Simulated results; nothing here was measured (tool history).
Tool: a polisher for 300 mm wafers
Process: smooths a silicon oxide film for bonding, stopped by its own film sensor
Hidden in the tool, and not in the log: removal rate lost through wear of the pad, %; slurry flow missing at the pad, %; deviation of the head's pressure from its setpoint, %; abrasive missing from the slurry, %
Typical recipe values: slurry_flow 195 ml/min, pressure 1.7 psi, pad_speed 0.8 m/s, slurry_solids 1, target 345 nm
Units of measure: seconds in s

run   hour  slurry_flow  pressure  pad_speed  slurry_solids  target  wafers since the last listed run  wafers polished on this pad  hours since the slurry nozzle was cleaned  hours since the head pressure was calibrated  hours since the slurry blender was calibrated  incoming thickness of the incoming film, nm  seconds
  1      0          195       1.7        0.8              1     345                                 0                           59                                       29.4                                         522.9                                           93.2                                        419.3    152.3
  2   51.7          195       1.7       0.62              1     329                               451                          511                                       81.1                                         574.6                                          144.9                                        428.9      247
      62.4  -- slurry blender recalibrated
  3   83.3          195       1.7        0.8              1     345                               258                          769                                      112.7                                         606.2                                           20.9                                        415.4    143.5
  4  129.5          195       1.7        0.8              1     345                               403                         1173                                      158.9                                         652.4                                           67.1                                        420.3    150.4
       139  -- worn pad replaced by a new one
  5  194.3          195       1.7        0.8              1     345                               531                          483                                      223.7                                         717.2                                          131.9                                          412    134.4
       212  -- slurry blender recalibrated
  6  229.8          195       1.7        0.8              1     345                               292                          776                                      259.2                                         752.7                                           17.8                                        423.3    155.6
       269  -- worn pad replaced by a new one
     280.5  -- slurry nozzle cleaned
  7  289.2          195       1.9       0.96              1     345                               475                          167                                        8.7                                         812.1                                           77.2                                        419.7    113.3
  8  322.8          195       1.9       0.96              1     345                               293                          461                                       42.3                                         845.7                                          110.8                                        415.6      109
       355  -- slurry blender recalibrated
  9  377.4          135       1.7       0.98              1     345                               459                          920                                       96.9                                         900.3                                           22.4                                        415.8    121.7
     418.5  -- worn pad replaced by a new one
     419.5  -- head pressure recalibrated
 10  445.5          195       1.9        0.8            1.2     345                               551                          227                                        165                                            26                                           90.5                                        422.9    130.2
     479.8  -- slurry blender recalibrated
 11  502.3          195         2       0.98            1.1     320                               478                          706                                      221.8                                          82.8                                           22.5                                        425.3    148.8
 12  553.1          195       1.5       0.66            0.8     345                               443                         1150                                      272.6                                         133.6                                           73.3                                        428.2    249.1
     575.9  -- worn pad replaced by a new one
     603.6  -- slurry nozzle cleaned
     621.9  -- slurry blender recalibrated
 13  623.6          195       1.3        0.8              1     358                               554                          390                                         20                                         204.1                                            1.7                                        416.4    154.4
 14  693.3          195       1.7        0.8              1     345                               609                          999                                       89.7                                         273.8                                           71.4                                        414.4      137

Predict each of these 3 candidate next runs independently; none follows another, all start after run 14:
  A  693.8          195       1.7        0.8              1     345                                 4                         1003                                       90.2                                         274.3                                           71.9                                        413.3        ?
  B  693.8          265       1.7        0.8              1     327                                 4                         1003                                       90.2                                         274.3                                           71.9                                        413.3        ?
  C  693.8          250       1.7        0.8              1     345                                 4                         1003                                       90.2                                         274.3                                           71.9                                        413.3        ?

run  seconds
  A      138
  B    169.4
  C    134.8
The same runs, with their run-to-run variation unchanged, on a tool lacking any hidden condition would have given:
run  seconds
  A    145.2
  B    178.2
  C    141.8

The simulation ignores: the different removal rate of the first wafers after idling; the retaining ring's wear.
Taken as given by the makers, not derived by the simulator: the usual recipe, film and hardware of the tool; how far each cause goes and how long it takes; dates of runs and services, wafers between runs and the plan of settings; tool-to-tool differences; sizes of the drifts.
